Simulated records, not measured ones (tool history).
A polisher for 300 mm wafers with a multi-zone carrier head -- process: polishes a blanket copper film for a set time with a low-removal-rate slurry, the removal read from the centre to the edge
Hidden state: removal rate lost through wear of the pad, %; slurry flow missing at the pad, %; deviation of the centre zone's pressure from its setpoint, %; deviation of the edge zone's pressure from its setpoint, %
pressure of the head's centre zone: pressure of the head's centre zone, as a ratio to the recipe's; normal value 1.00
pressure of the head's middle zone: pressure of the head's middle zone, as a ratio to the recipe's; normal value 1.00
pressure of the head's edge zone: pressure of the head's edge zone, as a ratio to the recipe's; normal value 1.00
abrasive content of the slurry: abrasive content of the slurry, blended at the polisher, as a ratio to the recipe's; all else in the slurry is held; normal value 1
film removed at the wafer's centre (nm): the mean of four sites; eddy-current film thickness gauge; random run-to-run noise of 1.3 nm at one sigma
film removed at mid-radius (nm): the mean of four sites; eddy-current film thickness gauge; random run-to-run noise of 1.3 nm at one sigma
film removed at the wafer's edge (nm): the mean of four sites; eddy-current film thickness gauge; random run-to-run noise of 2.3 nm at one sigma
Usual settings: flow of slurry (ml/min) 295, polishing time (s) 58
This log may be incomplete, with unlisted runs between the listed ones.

run,hour,flow of slurry (ml/min),pressure of the head's centre zone,pressure of the head's middle zone,pressure of the head's edge zone,abrasive content of the slurry,polishing time (s),wafers since the last listed run,wafers polished on this pad,hours since the slurry nozzle was cleaned,hours since the centre zone pressure was calibrated,hours since the edge zone pressure was calibrated,hours since the carrier head's membrane was replaced,"incoming thickness of the incoming film, nm",film removed at the wafer's centre (nm),film removed at mid-radius (nm),film removed at the wafer's edge (nm)
1,0.0,295,1.06,1.00,1.00,1,58,0,668,521.4,594.6,1326.1,972.4,1181.5,175.0,145.5,148.1
2,8.9,295,1.06,1.00,1.00,1,58,59,728,530.3,603.5,1335.0,981.3,1168.7,174.1,146.1,151.1
3,18.2,295,1.00,1.00,1.00,1,58,62,790,539.6,612.8,1344.3,990.6,1173.0,163.2,145.7,149.7
# hour 31.6: worn pad replaced by a new one
4,33.3,295,1.00,1.00,1.08,1,58,74,11,554.7,627.9,1359.4,1005.7,1184.3,182.4,162.1,170.3
5,47.5,295,1.00,1.00,1.00,1,58,95,106,568.9,642.1,1373.6,1019.9,1164.0,179.4,157.2,160.8
6,62.3,295,1.00,1.00,1.00,1,58,99,205,583.7,656.9,1388.4,1034.7,1170.5,174.6,153.0,158.7
7,75.1,270,1.00,1.00,1.08,1,58,85,291,596.5,669.7,1401.2,1047.5,1183.5,168.3,152.0,159.7
8,82.1,270,1.00,1.00,1.08,1,58,46,338,603.5,676.7,1408.2,1054.5,1167.5,170.5,152.1,157.7
# hour 91.8: slurry nozzle cleaned
9,93.1,295,1.00,1.00,1.06,1,49,67,405,1.3,687.7,1419.2,1065.5,1168.5,144.0,126.8,137.6
# hour 99.8: edge zone pressure recalibrated
# hour 104.0: centre zone pressure recalibrated
10,104.5,295,1.00,1.00,1.00,1,58,49,455,12.7,0.5,4.7,1076.9,1162.6,151.1,148.5,154.7

What will run 11 give?
11,109.3,295,1.07,0.95,1.09,1,74,32,487,17.5,5.3,9.5,1081.7,1171.2,?,?,?

film removed at the wafer's centre (nm): 202.2
film removed at mid-radius (nm): 185.1
film removed at the wafer's edge (nm): 204.1
On a tool with no hidden condition, and with the same random variation, this run would have come out at film removed at the wafer's centre (nm) 223.7, film removed at mid-radius (nm) 206.2, film removed at the wafer's edge (nm) 227.3.
